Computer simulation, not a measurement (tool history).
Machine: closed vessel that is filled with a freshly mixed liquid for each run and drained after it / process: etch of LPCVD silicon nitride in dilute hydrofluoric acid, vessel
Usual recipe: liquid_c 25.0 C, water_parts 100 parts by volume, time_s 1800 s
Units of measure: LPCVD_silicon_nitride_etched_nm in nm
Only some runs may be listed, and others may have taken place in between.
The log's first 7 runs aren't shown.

run	hour	liquid_c	water_parts	time_s	read-back film thickness of the LPCVD silicon nitride reference wafer, read on the same gauge (nm)	LPCVD_silicon_nitride_etched_nm
8	164.1	25.0	100	1800	60.01	11.26
# hour 198.9: hydrofluoric acid flow meter replaced
9	215.9	25.0	100	1125	59.99	7.05
10	236.4	25.0	100	1800	60.01	11.37
# hour 271.3: thermometer replaced
11	290.3	25.0	100	1800	60.01	10.42
12	304.3	25.0	100	1800	60.00	10.43
13	317.0	29.5	140	2320	59.99	12.80
14	349.5	25.0	100	2880	60.00	16.87
15	375.7	25.0	100	1800	59.95	10.43
16	389.5	23.0	125	1800	60.04	7.38
17	407.9	29.5	130	2125	60.00	12.76
# hour 426.0: gauge calibrated
18	439.3	25.0	100	1125	59.95	6.56
19	463.5	25.0	100	1800	60.00	10.55

What will run 20 give?
20	476.4	21.5	65	1800	?	?

read-back film thickness of the LPCVD silicon nitride reference wafer, read on the same gauge (nm): 60.04
LPCVD_silicon_nitride_etched_nm: 12.81 nm
If the tool had no hidden condition, the same run with the same run-to-run variation would have returned LPCVD_silicon_nitride_etched_nm 12.45 nm.
